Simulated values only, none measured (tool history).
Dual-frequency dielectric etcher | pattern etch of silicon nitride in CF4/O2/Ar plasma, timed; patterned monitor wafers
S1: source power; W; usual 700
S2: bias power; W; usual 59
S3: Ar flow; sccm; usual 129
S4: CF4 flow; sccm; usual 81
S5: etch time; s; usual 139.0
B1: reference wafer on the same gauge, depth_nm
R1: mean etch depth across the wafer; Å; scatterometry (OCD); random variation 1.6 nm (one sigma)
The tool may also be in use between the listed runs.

run	day	S1	S2	S3	S4	S5	B1	R1
1	0.000	700	59	129	81	139.0	373.0	3704
# day 0.654: CF4 flow controller replaced
# day 0.675: Ar flow controller replaced
2	0.992	700	66	129	81	139.0	373.3	3917
3	1.762	700	66	129	81	139.0	372.5	3900
# day 2.783: upper electrode replaced, of another model than before
4	3.038	700	66	129	81	139.0	372.9	3848
5	3.662	700	59	129	81	139.0	373.4	3686
# day 4.021: bias power generator calibrated
# day 5.858: wet clean of the chamber
6	5.879	700	59	129	99	139.0	373.5	3854
7	6.512	700	48	106	99	139.0	373.0	3654
8	7.304	700	71	129	81	161.0	372.8	4624
9	8.142	760	59	129	97	139.0	373.9	4192
10	8.729	760	59	129	81	139.0	372.6	4094
11	9.467	530	47	117	81	139.0	372.6	2476
# day 9.854: gauge calibrated
12	10.158	700	54	129	81	139.0	373.3	3615
13	11.250	650	59	129	81	139.0	373.1	3403
# day 12.104: source power generator calibrated
14	14.542	760	59	129	89	139.0	373.2	4085
15	15.488	570	69	129	81	139.0	373.4	3068
16	16.671	700	52	104	88	119.5	372.7	3152
17	17.854	700	59	129	81	139.0	372.7	3680
18	18.546	840	51	129	69	109.0	372.5	3276
# day 19.983: wet clean of the chamber
19	20.004	630	54	119	81	139.0	372.6	3228
20	20.017	700	59	129	81	139.0	372.9	3699

Forecast each of these 5 alternatives for the next run:
A	20.038	780	59	129	81	139.0	?	?
B	20.038	700	59	139	81	139.0	?	?
C	20.038	610	59	129	81	139.0	?	?
D	20.038	530	54	113	69	139.0	?	?
E	20.038	700	49	156	69	169.0	?	?

run	B1	R1
A	373.2	4215
B	373.2	3698
C	373.2	3183
D	373.2	2573
E	373.2	4016
Without the tool's hidden state the same runs would have given:
run	R1
A	4211
B	3696
C	3180
D	2571
E	4013
